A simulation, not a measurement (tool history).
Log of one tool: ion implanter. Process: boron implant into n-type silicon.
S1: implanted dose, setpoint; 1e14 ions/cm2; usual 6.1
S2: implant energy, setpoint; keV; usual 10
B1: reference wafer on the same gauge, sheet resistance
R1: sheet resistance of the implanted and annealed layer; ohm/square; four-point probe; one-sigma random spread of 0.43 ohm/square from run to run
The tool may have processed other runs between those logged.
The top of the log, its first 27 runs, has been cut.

| run | day | S1 | S2 | B1 | R1 |
|---|---|---|---|---|---|
| 28 | 103.146 | 4.35 | 12.5 | 248.03 | 266.44 |
| 29 | 106.854 | 5.23 | 7 | 247.94 | 243.44 |
| 30 | 108.612 | 6.1 | 10 | 248.09 | 207.7 |
| 31 | 112.992 | 7.2 | 12 | 247.87 | 180.98 |
| 32 | 116.608 | 6.1 | 10 | 248.1 | 207.02 |
| 33 | 119.317 | 6.1 | 10 | 247.98 | 207.44 |
|  | 121.696 | Faraday cup replaced and dose calibrated |
| 34 | 122.467 | 6.1 | 10 | 248.09 | 207.27 |
| 35 | 126.112 | 7.23 | 10 | 247.96 | 185.34 |
| 36 | 129.992 | 7.91 | 6.5 | 247.98 | 196.44 |
| 37 | 132.788 | 7.09 | 7.5 | 248.07 | 197.45 |

Forecast each of these 4 alternatives for the next run:
| A | 132.804 | 6.1 | 10 | ? | ? |
| B | 132.804 | 6.1 | 7 | ? | ? |
| C | 132.804 | 5.52 | 10 | ? | ? |
| D | 132.804 | 7.32 | 13.5 | ? | ? |

| run | B1 | R1 |
|---|---|---|
| A | 247.92 | 207.84 |
| B | 247.92 | 219.74 |
| C | 247.92 | 223.7 |
| D | 247.92 | 177.66 |
The same runs, with their run-to-run variation unchanged, on a tool lacking any hidden condition would have given:
| run | R1 |
|---|---|
| A | 207.84 |
| B | 219.74 |
| C | 223.7 |
| D | 177.66 |
